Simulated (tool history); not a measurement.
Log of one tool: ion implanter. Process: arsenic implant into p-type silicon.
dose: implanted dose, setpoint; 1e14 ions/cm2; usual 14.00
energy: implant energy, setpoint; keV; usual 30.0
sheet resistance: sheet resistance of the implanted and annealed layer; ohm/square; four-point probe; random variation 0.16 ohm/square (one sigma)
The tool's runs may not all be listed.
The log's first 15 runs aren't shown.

run   hour   dose  energy  wafers since the last listed run  hours since the last dose calibration  hours since the extraction supply was calibrated  hours since the gauge calibration  read-back reference wafer on the same gauge, sheet resistance  sheet resistance
 16  395.9  14.00    25.0                               504                                 1251.1                                              82.9                              549.4                                                         117.96            106.03
 17  421.9  16.57    34.5                               494                                 1277.1                                             108.9                              575.4                                                         117.98             90.72
     469.4  -- gauge calibrated
 18  508.1  14.00    33.0                              1640                                 1363.3                                             195.1                               38.7                                                         117.89             98.96
 19  544.1  15.41    33.5                               685                                 1399.3                                             231.1                               74.7                                                         117.95             94.07
 20  576.9  14.00    30.0                               624                                 1432.1                                             263.9                              107.5                                                         118.01            100.63
     589.7  -- Faraday cup replaced and dose calibrated
 21  609.1  16.16    21.5                               460                                   19.4                                             296.1                              139.7                                                         117.96            104.99
 22  622.5  17.16    22.5                               254                                   32.8                                             309.5                              153.1                                                         117.99            101.90
 23  657.3  12.84    33.5                               662                                   67.6                                             344.3                              187.9                                                         118.03            105.84
 24  679.7  14.00    30.0                               426                                   90.0                                             366.7                              210.3                                                         118.01            103.54
 25  709.4  14.00    30.0                               565                                  119.7                                             396.4                              240.0                                                         118.10            103.61
 26  733.5  17.81    23.0                               458                                  143.8                                             420.5                              264.1                                                         118.04             99.97
 27  752.3  14.00    30.0                               357                                  162.6                                             439.3                              282.9                                                         118.02            103.54
 28  765.5  16.49    34.5                               251                                  175.8                                             452.5                              296.1                                                         117.97             92.43
 29  778.6  14.00    36.5                               249                                  188.9                                             465.6                              309.2                                                         118.01             99.24
 30  795.2  14.00    30.0                               315                                  205.5                                             482.2                              325.8                                                         118.06            103.67

Forecast each of these 5 alternatives for the next run:
  A  795.6  14.00    30.0                                 7                                  205.9                                             482.6                              326.2                                                              ?                 ?
  B  795.6  14.00    39.0                                 7                                  205.9                                             482.6                              326.2                                                              ?                 ?
  C  795.6  14.00    26.0                                 7                                  205.9                                             482.6                              326.2                                                              ?                 ?
  D  795.6  17.15    25.0                                 7                                  205.9                                             482.6                              326.2                                                              ?                 ?
  E  795.6  16.42    33.0                                 7                                  205.9                                             482.6                              326.2                                                              ?                 ?

run  read-back reference wafer on the same gauge, sheet resistance  sheet resistance
  A                                                         118.00            103.69
  B                                                         118.00             97.60
  C                                                         118.00            107.02
  D                                                         118.00             99.21
  E                                                         118.00             93.97
Without the tool's hidden state the same runs would have given:
run  sheet resistance
  A            103.85
  B             97.77
  C            107.18
  D             99.32
  E             94.10
